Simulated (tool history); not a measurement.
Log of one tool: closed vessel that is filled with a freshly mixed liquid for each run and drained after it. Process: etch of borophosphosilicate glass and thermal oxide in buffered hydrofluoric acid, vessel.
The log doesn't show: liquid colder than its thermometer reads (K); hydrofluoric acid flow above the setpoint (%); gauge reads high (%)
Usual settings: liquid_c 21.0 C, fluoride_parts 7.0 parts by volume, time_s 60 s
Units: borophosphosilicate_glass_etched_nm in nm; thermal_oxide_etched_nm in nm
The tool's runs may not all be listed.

run,hour,liquid_c,fluoride_parts,time_s,wafers since the last listed run,hours since the thermometer was replaced,hours since the hydrofluoric acid flow meter was replaced,hours since the gauge calibration,"read-back film thickness of the borophosphosilicate glass reference wafer, read on the same gauge (nm)","read-back film thickness of the thermal oxide reference wafer, read on the same gauge (nm)",borophosphosilicate_glass_etched_nm,thermal_oxide_etched_nm
1,0.0,21.0,8.0,40,0,611.9,1019.3,64.8,119.96,79.99,121.38,56.45
2,91.0,21.0,8.0,40,5883,702.9,1110.3,155.8,119.98,80.00,121.31,56.44
3,162.0,21.0,5.0,45,4590,773.9,1181.3,226.8,120.00,79.99,210.75,97.35
4,236.7,21.0,7.0,60,4829,848.6,1256.0,301.5,120.02,79.99,210.42,98.02
5,320.6,21.0,7.0,60,5424,932.5,1339.9,385.4,120.00,80.01,208.85,97.43
6,359.2,21.0,7.5,60,2495,971.1,1378.5,424.0,120.02,80.01,193.40,90.77
7,466.6,21.0,7.5,60,6943,1078.5,1485.9,531.4,120.02,80.00,192.42,90.46
# hour 489.5: thermometer replaced
8,526.7,21.0,7.0,60,3820,37.2,1546.0,591.5,120.01,79.99,212.34,99.47
9,575.7,21.0,7.0,60,3167,86.2,1595.0,640.5,120.00,80.02,212.23,98.16
# hour 659.7: hydrofluoric acid flow meter replaced
10,667.4,21.0,7.0,60,5863,177.9,7.7,732.2,119.98,80.01,210.61,98.59
11,749.9,21.0,7.0,60,5333,260.4,90.2,814.7,119.98,80.01,209.40,97.53
12,792.4,23.0,6.0,60,2747,302.9,132.7,857.2,120.00,79.98,269.24,125.50
13,865.2,21.0,7.5,60,4706,375.7,205.5,930.0,119.99,79.99,194.20,91.34
14,929.6,21.0,6.0,60,4163,440.1,269.9,994.4,120.01,80.00,242.31,112.30
15,977.3,17.5,10.0,60,3083,487.8,317.6,1042.1,120.00,80.01,123.40,57.32
16,1064.7,25.0,5.5,60,5650,575.2,405.0,1129.5,120.01,80.01,321.29,150.19
# hour 1123.3: gauge calibrated
17,1129.9,18.5,7.0,30,4215,640.4,470.2,6.6,120.00,79.99,91.95,42.57
18,1176.9,26.0,5.0,80,3038,687.4,517.2,53.6,119.98,80.02,495.77,228.56
19,1230.4,21.0,7.0,30,3458,740.9,570.7,107.1,120.01,80.00,104.99,48.93
20,1354.8,21.0,8.5,60,8042,865.3,695.1,231.5,120.01,79.99,168.63,79.61
21,1458.4,18.5,8.0,60,6697,968.9,798.7,335.1,119.98,80.03,157.21,73.33
22,1545.9,21.0,7.0,60,5656,1056.4,886.2,422.6,120.01,79.97,210.24,97.45

4 ways to go on from here, each from the tool as it stands after run 22. What would each give?
A,1546.6,21.0,8.0,60,45,1057.1,886.9,423.3,?,?,?,?
B,1546.6,21.0,6.0,35,45,1057.1,886.9,423.3,?,?,?,?
C,1546.6,22.5,7.0,70,45,1057.1,886.9,423.3,?,?,?,?
D,1546.6,17.5,9.0,30,45,1057.1,886.9,423.3,?,?,?,?

run,"read-back film thickness of the borophosphosilicate glass reference wafer, read on the same gauge (nm)","read-back film thickness of the thermal oxide reference wafer, read on the same gauge (nm)",borophosphosilicate_glass_etched_nm,thermal_oxide_etched_nm
A,119.97,79.98,179.37,83.99
B,119.97,79.98,138.87,64.70
C,119.97,79.98,262.91,123.01
D,119.97,79.98,64.88,30.34
Without the tool's hidden state the same runs would have given:
run,borophosphosilicate_glass_etched_nm,thermal_oxide_etched_nm
A,183.15,85.78
B,141.78,66.08
C,268.39,125.61
D,66.28,31.00
